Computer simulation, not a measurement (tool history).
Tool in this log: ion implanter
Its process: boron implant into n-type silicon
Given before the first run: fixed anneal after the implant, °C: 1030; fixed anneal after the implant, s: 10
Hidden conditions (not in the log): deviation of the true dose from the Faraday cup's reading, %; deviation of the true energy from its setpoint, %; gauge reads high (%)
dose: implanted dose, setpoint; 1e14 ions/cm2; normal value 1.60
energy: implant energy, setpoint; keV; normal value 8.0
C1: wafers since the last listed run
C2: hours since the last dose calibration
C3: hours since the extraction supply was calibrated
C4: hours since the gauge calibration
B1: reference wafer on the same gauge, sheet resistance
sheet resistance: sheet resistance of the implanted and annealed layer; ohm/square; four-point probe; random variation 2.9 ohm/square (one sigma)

{"run": 1, "hour": 0.0, "dose": 1.6, "energy": 8.0, "C1": 0, "C2": 707.7, "C3": 4190.9, "C4": 562.3, "B1": 566.73, "sheet resistance": 624.39}
{"run": 2, "hour": 18.9, "dose": 1.6, "energy": 8.0, "C1": 603, "C2": 726.6, "C3": 4209.8, "C4": 581.2, "B1": 567.4, "sheet resistance": 620.3}
{"run": 3, "hour": 50.4, "dose": 1.6, "energy": 8.0, "C1": 1005, "C2": 758.1, "C3": 4241.3, "C4": 612.7, "B1": 567.12, "sheet resistance": 625.02}
{"run": 4, "hour": 70.9, "dose": 1.34, "energy": 10.0, "C1": 654, "C2": 778.6, "C3": 4261.8, "C4": 633.2, "B1": 566.78, "sheet resistance": 704.27}
{"run": 5, "hour": 106.5, "dose": 1.34, "energy": 10.0, "C1": 1136, "C2": 814.2, "C3": 4297.4, "C4": 668.8, "B1": 567.01, "sheet resistance": 700.1}
{"run": 6, "hour": 134.9, "dose": 1.34, "energy": 10.0, "C1": 906, "C2": 842.6, "C3": 4325.8, "C4": 697.2, "B1": 567.3, "sheet resistance": 698.68}
{"run": 7, "hour": 239.5, "dose": 1.48, "energy": 8.0, "C1": 3339, "C2": 947.2, "C3": 4430.4, "C4": 801.8, "B1": 566.57, "sheet resistance": 664.4}
{"run": 8, "hour": 260.1, "dose": 1.44, "energy": 8.0, "C1": 657, "C2": 967.8, "C3": 4451.0, "C4": 822.4, "B1": 567.44, "sheet resistance": 679.73}
{"run": 9, "hour": 273.2, "dose": 1.44, "energy": 8.0, "C1": 418, "C2": 980.9, "C3": 4464.1, "C4": 835.5, "B1": 567.11, "sheet resistance": 675.39}
{"run": 10, "hour": 296.7, "dose": 1.44, "energy": 8.0, "C1": 750, "C2": 1004.4, "C3": 4487.6, "C4": 859.0, "B1": 567.23, "sheet resistance": 683.14}
{"run": 11, "hour": 313.5, "dose": 1.6, "energy": 8.0, "C1": 536, "C2": 1021.2, "C3": 4504.4, "C4": 875.8, "B1": 566.89, "sheet resistance": 621.63}
{"run": 12, "hour": 331.7, "dose": 1.6, "energy": 8.0, "C1": 581, "C2": 1039.4, "C3": 4522.6, "C4": 894.0, "B1": 567.68, "sheet resistance": 623.86}
{"hour": 332.0, "done": "gauge calibrated"}
{"run": 13, "hour": 360.3, "dose": 1.6, "energy": 8.0, "C1": 913, "C2": 1068.0, "C3": 4551.2, "C4": 28.3, "B1": 567.66, "sheet resistance": 625.72}
{"hour": 401.0, "done": "Faraday cup replaced and dose calibrated"}
{"run": 14, "hour": 401.5, "dose": 1.6, "energy": 9.5, "C1": 1060, "C2": 0.5, "C3": 4592.4, "C4": 69.5, "B1": 567.29, "sheet resistance": 582.14}
{"hour": 419.4, "done": "extraction supply calibrated"}
{"run": 15, "hour": 451.0, "dose": 1.6, "energy": 9.5, "C1": 1325, "C2": 50.0, "C3": 31.6, "C4": 119.0, "B1": 567.24, "sheet resistance": 587.33}
{"run": 16, "hour": 485.4, "dose": 1.95, "energy": 10.5, "C1": 1098, "C2": 84.4, "C3": 66.0, "C4": 153.4, "B1": 567.15, "sheet resistance": 493.58}
{"run": 17, "hour": 555.2, "dose": 1.6, "energy": 8.0, "C1": 2228, "C2": 154.2, "C3": 135.8, "C4": 223.2, "B1": 566.65, "sheet resistance": 604.32}
{"run": 18, "hour": 575.9, "dose": 1.84, "energy": 8.0, "C1": 660, "C2": 174.9, "C3": 156.5, "C4": 243.9, "B1": 567.17, "sheet resistance": 538.17}
{"run": 19, "hour": 608.5, "dose": 1.81, "energy": 6.0, "C1": 1040, "C2": 207.5, "C3": 189.1, "C4": 276.5, "B1": 567.42, "sheet resistance": 567.83}
{"run": 20, "hour": 630.6, "dose": 2.06, "energy": 10.0, "C1": 705, "C2": 229.6, "C3": 211.2, "C4": 298.6, "B1": 566.53, "sheet resistance": 481.84}
{"run": 21, "hour": 665.2, "dose": 1.13, "energy": 9.0, "C1": 1104, "C2": 264.2, "C3": 245.8, "C4": 333.2, "B1": 567.75, "sheet resistance": 798.84}
{"run": 22, "hour": 728.0, "dose": 1.86, "energy": 6.5, "C1": 2005, "C2": 327.0, "C3": 308.6, "C4": 396.0, "B1": 567.79, "sheet resistance": 558.43}
{"run": 23, "hour": 748.5, "dose": 1.4, "energy": 9.5, "C1": 654, "C2": 347.5, "C3": 329.1, "C4": 416.5, "B1": 567.17, "sheet resistance": 674.37}
{"run": 24, "hour": 763.5, "dose": 1.76, "energy": 6.0, "C1": 478, "C2": 362.5, "C3": 344.1, "C4": 431.5, "B1": 567.08, "sheet resistance": 585.18}
{"run": 25, "hour": 781.9, "dose": 1.6, "energy": 7.0, "C1": 587, "C2": 380.9, "C3": 362.5, "C4": 449.9, "B1": 566.94, "sheet resistance": 624.49}
{"run": 26, "hour": 801.2, "dose": 1.6, "energy": 8.0, "C1": 616, "C2": 400.2, "C3": 381.8, "C4": 469.2, "B1": 566.49, "sheet resistance": 609.99}
{"run": 27, "hour": 835.3, "dose": 1.6, "energy": 8.0, "C1": 1088, "C2": 434.3, "C3": 415.9, "C4": 503.3, "B1": 566.98, "sheet resistance": 617.2}
{"run": 28, "hour": 861.0, "dose": 1.6, "energy": 8.0, "C1": 820, "C2": 460.0, "C3": 441.6, "C4": 529.0, "B1": 567.29, "sheet resistance": 617.96}
{"run": 29, "hour": 893.0, "dose": 1.87, "energy": 11.0, "C1": 1021, "C2": 492.0, "C3": 473.6, "C4": 561.0, "B1": 567.37, "sheet resistance": 520.92}
{"run": 30, "hour": 917.4, "dose": 1.38, "energy": 9.5, "C1": 779, "C2": 516.4, "C3": 498.0, "C4": 585.4, "B1": 567.4, "sheet resistance": 678.92}

What differs in the tool's unlogged condition from the final listed run ahead of each entry between runs to the first listed run following it?
From run 12 to run 13: gauge calibrated (hour 332.0)
  deviation of the true dose from the Faraday cup's reading, %: -5.52 -> -5.54
  measured value less the no-hidden-state value, sheet resistance: +27.98 -> +28.19 ohm/square
From run 13 to run 14: Faraday cup replaced and dose calibrated (hour 401.0)
  deviation of the true dose from the Faraday cup's reading, %: -5.54 -> -0.269
  measured value less the no-hidden-state value, sheet resistance: +28.19 -> +1.27 ohm/square
From run 14 to run 15: extraction supply calibrated (hour 419.4)
  deviation of the true dose from the Faraday cup's reading, %: -0.269 -> -0.921
  measured value less the no-hidden-state value, sheet resistance: +1.27 -> +4.39 ohm/square
